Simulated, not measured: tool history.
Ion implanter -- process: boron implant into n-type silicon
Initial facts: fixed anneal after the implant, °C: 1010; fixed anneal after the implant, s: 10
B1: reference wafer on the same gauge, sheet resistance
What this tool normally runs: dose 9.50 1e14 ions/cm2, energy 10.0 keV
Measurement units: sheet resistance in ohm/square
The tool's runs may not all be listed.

run 1 hour=0.0 | dose=7.97 energy=10.0 | B1=153.04 | sheet_resistance=176.03
run 2 hour=71.2 | dose=7.97 energy=10.0 | B1=152.86 | sheet_resistance=175.38
-- hour=137.1 Faraday cup replaced and dose calibrated
run 3 hour=138.5 | dose=9.50 energy=9.0 | B1=152.98 | sheet_resistance=161.82
run 4 hour=216.2 | dose=9.50 energy=10.0 | B1=153.12 | sheet_resistance=158.03
run 5 hour=318.9 | dose=9.50 energy=11.0 | B1=152.98 | sheet_resistance=154.23
run 6 hour=375.9 | dose=9.50 energy=11.0 | B1=152.93 | sheet_resistance=153.92
run 7 hour=449.2 | dose=9.50 energy=10.0 | B1=152.96 | sheet_resistance=156.70
run 8 hour=548.7 | dose=9.50 energy=10.0 | B1=153.01 | sheet_resistance=156.95
run 9 hour=630.1 | dose=9.50 energy=10.0 | B1=152.94 | sheet_resistance=156.76
run 10 hour=731.0 | dose=9.50 energy=10.0 | B1=152.94 | sheet_resistance=156.06
run 11 hour=827.1 | dose=9.50 energy=12.0 | B1=152.99 | sheet_resistance=150.19
run 12 hour=924.5 | dose=9.50 energy=12.0 | B1=153.02 | sheet_resistance=150.35
-- hour=966.6 Faraday cup replaced and dose calibrated
run 13 hour=1193.5 | dose=9.50 energy=12.0 | B1=153.02 | sheet_resistance=151.42
run 14 hour=1255.0 | dose=9.50 energy=11.5 | B1=153.01 | sheet_resistance=152.34
run 15 hour=1292.7 | dose=10.79 energy=8.0 | B1=153.11 | sheet_resistance=156.59
run 16 hour=1366.2 | dose=8.72 energy=11.0 | B1=152.92 | sheet_resistance=163.03
run 17 hour=1472.7 | dose=7.27 energy=7.0 | B1=152.98 | sheet_resistance=201.99
run 18 hour=1557.9 | dose=9.50 energy=7.5 | B1=153.12 | sheet_resistance=169.49
run 19 hour=1600.2 | dose=11.71 energy=10.0 | B1=152.88 | sheet_resistance=139.48
run 20 hour=1647.1 | dose=9.50 energy=10.0 | B1=153.08 | sheet_resistance=156.22
run 21 hour=1733.4 | dose=7.02 energy=7.0 | B1=152.93 | sheet_resistance=204.57
-- hour=1769.7 Faraday cup replaced and dose calibrated
run 22 hour=1785.6 | dose=10.32 energy=13.0 | B1=153.04 | sheet_resistance=141.14
run 23 hour=1840.7 | dose=9.50 energy=10.0 | B1=153.05 | sheet_resistance=157.50
-- hour=1847.6 gauge calibrated
run 24 hour=2058.5 | dose=10.53 energy=8.0 | B1=152.93 | sheet_resistance=158.10
run 25 hour=2125.5 | dose=8.00 energy=8.5 | B1=152.90 | sheet_resistance=181.90
-- hour=2175.8 extraction supply calibrated
run 26 hour=2176.3 | dose=9.50 energy=10.0 | B1=153.02 | sheet_resistance=155.56
run 27 hour=2309.5 | dose=12.12 energy=6.5 | B1=153.09 | sheet_resistance=158.97
run 28 hour=2350.9 | dose=9.50 energy=10.0 | B1=153.12 | sheet_resistance=155.24
run 29 hour=2444.5 | dose=9.50 energy=10.0 | B1=152.97 | sheet_resistance=154.69
run 30 hour=2488.1 | dose=8.39 energy=7.5 | B1=152.93 | sheet_resistance=178.48
-- hour=2560.1 Faraday cup replaced and dose calibrated
run 31 hour=2568.1 | dose=9.50 energy=10.0 | B1=152.90 | sheet_resistance=156.80
run 32 hour=2672.5 | dose=9.50 energy=10.0 | B1=153.07 | sheet_resistance=156.35
run 33 hour=2740.9 | dose=10.81 energy=10.0 | B1=153.03 | sheet_resistance=144.55
run 34 hour=2811.6 | dose=6.77 energy=8.0 | B1=153.01 | sheet_resistance=205.02
run 35 hour=2868.9 | dose=11.10 energy=12.5 | B1=152.96 | sheet_resistance=134.01
run 36 hour=2907.1 | dose=9.50 energy=10.0 | B1=153.00 | sheet_resistance=155.74
run 37 hour=3009.6 | dose=12.20 energy=13.0 | B1=153.05 | sheet_resistance=125.29
run 38 hour=3101.9 | dose=8.40 energy=8.5 | B1=153.06 | sheet_resistance=174.73

Measured result minus the same run's result without the hidden state. Both carry the same run-to-run variation, though not necessarily the same gauge scatter:
The hidden state here: deviation of the true dose from the Faraday cup's reading, %; deviation of the true energy from its setpoint, %; gauge reads high (%).
run=1 sheet_resistance=-0.73
run=2 sheet_resistance=-0.96
run=3 sheet_resistance=+1.60
run=4 sheet_resistance=+1.21
run=5 sheet_resistance=+0.78
run=6 sheet_resistance=+0.63
run=7 sheet_resistance=+0.61
run=8 sheet_resistance=+0.35
run=9 sheet_resistance=+0.15
run=10 sheet_resistance=-0.11
run=11 sheet_resistance=-0.75
run=12 sheet_resistance=-1.02
run=13 sheet_resistance=+0.65
run=14 sheet_resistance=+0.56
run=15 sheet_resistance=+1.55
run=16 sheet_resistance=+0.09
run=17 sheet_resistance=+0.29
run=18 sheet_resistance=+0.80
run=19 sheet_resistance=+0.70
run=20 sheet_resistance=-0.20
run=21 sheet_resistance=-0.75
run=22 sheet_resistance=+1.13
run=23 sheet_resistance=+1.29
run=24 sheet_resistance=+1.51
run=25 sheet_resistance=+0.41
run=26 sheet_resistance=-1.08
run=27 sheet_resistance=-0.58
run=28 sheet_resistance=-1.43
run=29 sheet_resistance=-1.61
run=30 sheet_resistance=-1.78
run=31 sheet_resistance=+0.02
run=32 sheet_resistance=-0.21
run=33 sheet_resistance=-0.18
run=34 sheet_resistance=-0.96
run=35 sheet_resistance=-0.53
run=36 sheet_resistance=-0.71
run=37 sheet_resistance=-0.59
run=38 sheet_resistance=-1.29

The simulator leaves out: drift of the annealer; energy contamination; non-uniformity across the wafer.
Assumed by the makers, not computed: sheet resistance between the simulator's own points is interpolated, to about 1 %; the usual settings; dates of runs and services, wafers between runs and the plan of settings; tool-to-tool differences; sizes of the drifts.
